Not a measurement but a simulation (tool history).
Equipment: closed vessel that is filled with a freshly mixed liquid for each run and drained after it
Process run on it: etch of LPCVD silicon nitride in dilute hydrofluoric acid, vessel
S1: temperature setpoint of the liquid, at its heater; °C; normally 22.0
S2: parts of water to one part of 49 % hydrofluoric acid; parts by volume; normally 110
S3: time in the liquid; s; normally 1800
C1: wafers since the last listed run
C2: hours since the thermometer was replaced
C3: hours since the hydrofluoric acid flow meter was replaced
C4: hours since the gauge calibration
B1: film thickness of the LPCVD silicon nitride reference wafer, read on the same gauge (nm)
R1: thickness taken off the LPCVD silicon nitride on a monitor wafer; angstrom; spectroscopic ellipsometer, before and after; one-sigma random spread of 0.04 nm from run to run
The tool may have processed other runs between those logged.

run,hour,S1,S2,S3,C1,C2,C3,C4,B1,R1
1,0.0,22.0,110,1800,0,207.5,1147.7,2424.6,80.02,70.0
2,43.9,22.0,110,2380,1447,251.4,1191.6,2468.5,80.01,92.4
3,103.4,22.0,150,1800,1962,310.9,1251.1,2528.0,79.98,51.1
4,200.3,22.0,110,1800,3195,407.8,1348.0,2624.9,80.00,69.3
5,335.3,22.0,110,1800,4452,542.8,1483.0,2759.9,80.03,68.8
# hour 406.8: hydrofluoric acid flow meter replaced
6,433.4,22.0,110,1800,3202,640.9,26.6,2858.0,80.05,71.3
7,523.1,25.5,110,1800,2958,730.6,116.3,2947.7,80.02,89.2
8,570.4,25.5,110,1800,1560,777.9,163.6,2995.0,80.05,88.2
9,713.4,22.0,110,1800,4716,920.9,306.6,3138.0,79.99,70.7
10,749.5,19.5,70,1410,1190,957.0,342.7,3174.1,79.98,72.3
11,803.1,22.0,110,740,1767,1010.6,396.3,3227.7,80.04,28.8
12,868.5,22.0,130,1800,2156,1076.0,461.7,3293.1,80.02,59.3
13,914.3,18.0,150,1800,1510,1121.8,507.5,3338.9,79.98,39.3
14,1020.1,22.0,110,1800,3489,1227.6,613.3,3444.7,80.06,70.0
15,1102.1,18.0,75,1800,2704,1309.6,695.3,3526.7,80.06,76.3
16,1190.2,22.0,110,1800,2905,1397.7,783.4,3614.8,79.99,68.8
17,1282.5,17.5,125,765,3044,1490.0,875.7,3707.1,80.01,19.0
18,1387.0,22.0,110,1800,3446,1594.5,980.2,3811.6,79.97,68.1
19,1430.0,22.0,165,2430,1418,1637.5,1023.2,3854.6,80.01,61.9
20,1532.4,19.5,60,895,3377,1739.9,1125.6,3957.0,80.00,51.2
21,1579.5,22.0,110,1800,1553,1787.0,1172.7,4004.1,80.02,67.9
# hour 1615.7: gauge calibrated
22,1678.1,22.0,110,1800,3251,1885.6,1271.3,62.4,80.03,67.3
# hour 1746.4: thermometer replaced
23,1851.0,17.5,90,920,5669,104.6,1444.2,235.3,80.03,32.0
24,1912.5,25.0,125,870,2028,166.1,1505.7,296.8,79.93,35.9
25,1954.8,26.5,110,2325,1395,208.4,1548.0,339.1,79.98,120.0
# hour 2051.1: hydrofluoric acid flow meter replaced
26,2055.9,22.0,110,1800,3301,309.5,4.8,440.2,79.99,71.9
27,2139.3,22.0,75,1800,2750,392.9,88.2,523.6,80.02,103.9
28,2204.3,27.0,90,2240,2143,457.9,153.2,588.6,80.03,150.0
29,2287.8,23.5,110,1800,2753,541.4,236.7,672.1,79.97,78.2
30,2341.7,22.0,90,1800,1777,595.3,290.6,726.0,79.96,87.1
31,2413.4,22.0,110,1285,2364,667.0,362.3,797.7,79.95,50.4
32,2487.8,27.0,70,1800,2453,741.4,436.7,872.1,79.98,152.6

How the hidden state differs across the entries between the runs, from the last listed run before each to the first after it:
Run 5 -> run 6: hydrofluoric acid flow meter replaced (hour 406.8)
  liquid colder than its thermometer reads (K): 0.185 -> 0.214; hydrofluoric acid flow below the setpoint (%): 3.58 -> 0.372
  what was measured, less what the result would be without the hidden state, R1: -3.4 -> -1.3 angstrom
Run 21 -> run 22: gauge calibrated (hour 1615.7)
  liquid colder than its thermometer reads (K): 0.549 -> 0.578; hydrofluoric acid flow below the setpoint (%): 2.98 -> 3.2
  what was measured, less what the result would be without the hidden state, R1: -4.6 -> -4.9 angstrom
Run 22 -> run 23: thermometer replaced (hour 1746.4)
  liquid colder than its thermometer reads (K): 0.578 -> 0.0778; hydrofluoric acid flow below the setpoint (%): 3.2 -> 3.59
  what was measured, less what the result would be without the hidden state, R1: -4.9 -> -1.3 angstrom
Run 25 -> run 26: hydrofluoric acid flow meter replaced (hour 2051.1)
  liquid colder than its thermometer reads (K): 0.108 -> 0.138; hydrofluoric acid flow below the setpoint (%): 3.83 -> 0.235
  what was measured, less what the result would be without the hidden state, R1: -5.6 -> -0.9 angstrom

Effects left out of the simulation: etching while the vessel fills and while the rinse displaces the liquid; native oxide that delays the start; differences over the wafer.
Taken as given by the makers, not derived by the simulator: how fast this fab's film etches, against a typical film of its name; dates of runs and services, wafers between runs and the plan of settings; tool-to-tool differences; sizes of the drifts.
